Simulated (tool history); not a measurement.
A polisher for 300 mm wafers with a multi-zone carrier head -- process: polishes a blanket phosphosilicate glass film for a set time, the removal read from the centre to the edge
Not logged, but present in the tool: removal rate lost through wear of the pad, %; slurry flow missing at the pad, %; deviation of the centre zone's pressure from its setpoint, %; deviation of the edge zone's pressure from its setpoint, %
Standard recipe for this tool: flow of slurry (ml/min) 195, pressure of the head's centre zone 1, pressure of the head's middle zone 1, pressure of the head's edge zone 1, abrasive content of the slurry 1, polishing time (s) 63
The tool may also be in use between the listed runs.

run,hour,flow of slurry (ml/min),pressure of the head's centre zone,pressure of the head's middle zone,pressure of the head's edge zone,abrasive content of the slurry,polishing time (s),wafers since the last listed run,wafers polished on this pad,hours since the slurry nozzle was cleaned,hours since the centre zone pressure was calibrated,hours since the edge zone pressure was calibrated,hours since the carrier head's membrane was replaced,"incoming thickness of the incoming film, nm",film removed at the wafer's centre (angstrom),film removed at mid-radius (angstrom),film removed at the wafer's edge (angstrom)
1,0,195,0.89,1,1,0.85,53,0,6887,10.6,196,375.5,41.6,4668,4487,4944,4740
# hour 16.4: worn pad replaced by a new one
2,45.5,195,1,1,1,1,63,552,387,56.1,241.5,421,87.1,4776.4,6289,6205,6201
3,71.9,195,1.07,1,1.08,1,63,351,738,82.5,267.9,447.4,113.5,4756.1,6988,6111,6386
# hour 103.5: edge zone pressure recalibrated
4,142.2,195,0.88,1,1,1,63,908,1647,152.8,338.2,38.7,183.8,4737.1,5739,6015,6221
5,188,140,0.94,1,1,1,73,609,2257,198.6,384,84.5,229.6,4725.1,6591,6750,6800
6,229.5,195,1,1,1,1,63,552,2809,240.1,425.5,126,271.1,4664.5,6615,6229,6185
7,295.5,230,1,1,1,1,63,878,3687,306.1,491.5,192,337.1,4836.2,7032,6370,6214
8,328.3,155,0.93,1,1.09,1,82,436,4124,338.9,524.3,224.8,369.9,4752.2,7809,7771,8012
# hour 353.8: centre zone pressure recalibrated
9,438.9,195,0.94,1,1,1,56,1445,5569,449.5,85.1,335.4,480.5,4725.1,4957,5512,5577
# hour 454.1: worn pad replaced by a new one
10,509.1,265,1,1.05,1,0.8,63,880,731,519.7,155.3,405.6,550.7,4712.6,5792,6114,5703
11,573.4,195,1,1,1,1,63,855,1587,584,219.6,469.9,615,4728.2,6112,6406,6179
# hour 583: edge zone pressure recalibrated
# hour 609.5: slurry nozzle cleaned
12,611.9,195,1,1,1,1,63,472,2060,2.4,258.1,28.9,653.5,4767.3,6162,6202,6078
13,653.8,230,1.07,0.95,1,0.8,63,557,2617,44.3,300,70.8,695.4,4705.4,6265,5573,5709
14,684.6,195,1,0.97,1,1,63,409,3027,75.1,330.8,101.6,726.2,4718.3,6240,6035,6208
15,717.9,195,1.09,1,1,1,63,443,3470,108.4,364.1,134.9,759.5,4772.7,6920,6185,6190
16,758.6,195,1,1,1,1,63,541,4012,149.1,404.8,175.6,800.2,4682.5,6452,6237,6191
17,828.6,195,1,1,1,0.9,55,931,4943,219.1,474.8,245.6,870.2,4727.9,5378,5218,5263
18,877.2,240,1.08,0.96,1,1.15,63,646,5590,267.7,523.4,294.2,918.8,4696.2,7746,6563,6868
19,910.9,195,1,1,1,1,63,448,6038,301.4,557.1,327.9,952.5,4824.5,6675,6352,6050
20,968,195,1,1,1,1,63,759,6798,358.5,614.2,385,1009.6,4627.3,6629,6013,6228

5 options for the next run, each taken on its own from the tool as it stands now. Forecast them:
A,968.4,195,1,1,1,1,63,5,6804,358.9,614.6,385.4,1010,4768.9,?,?,?
B,968.4,155,1.06,0.93,0.93,1,63,5,6804,358.9,614.6,385.4,1010,4768.9,?,?,?
C,968.4,135,1,0.92,1,1,63,5,6804,358.9,614.6,385.4,1010,4768.9,?,?,?
D,968.4,240,0.94,0.94,0.95,1,63,5,6804,358.9,614.6,385.4,1010,4768.9,?,?,?
E,968.4,235,1,0.91,0.89,0.85,63,5,6804,358.9,614.6,385.4,1010,4768.9,?,?,?

run,film removed at the wafer's centre (angstrom),film removed at mid-radius (angstrom),film removed at the wafer's edge (angstrom)
A,6584,6353,6185
B,6648,5802,5867
C,6047,5581,5865
D,6397,6287,6229
E,6322,5720,5684
Had the tool no hidden state, the same runs would have come out as:
run,film removed at the wafer's centre (angstrom),film removed at mid-radius (angstrom),film removed at the wafer's edge (angstrom)
A,6034,6356,6185
B,6096,5805,5867
C,5542,5584,5865
D,5860,6290,6229
E,5794,5723,5684
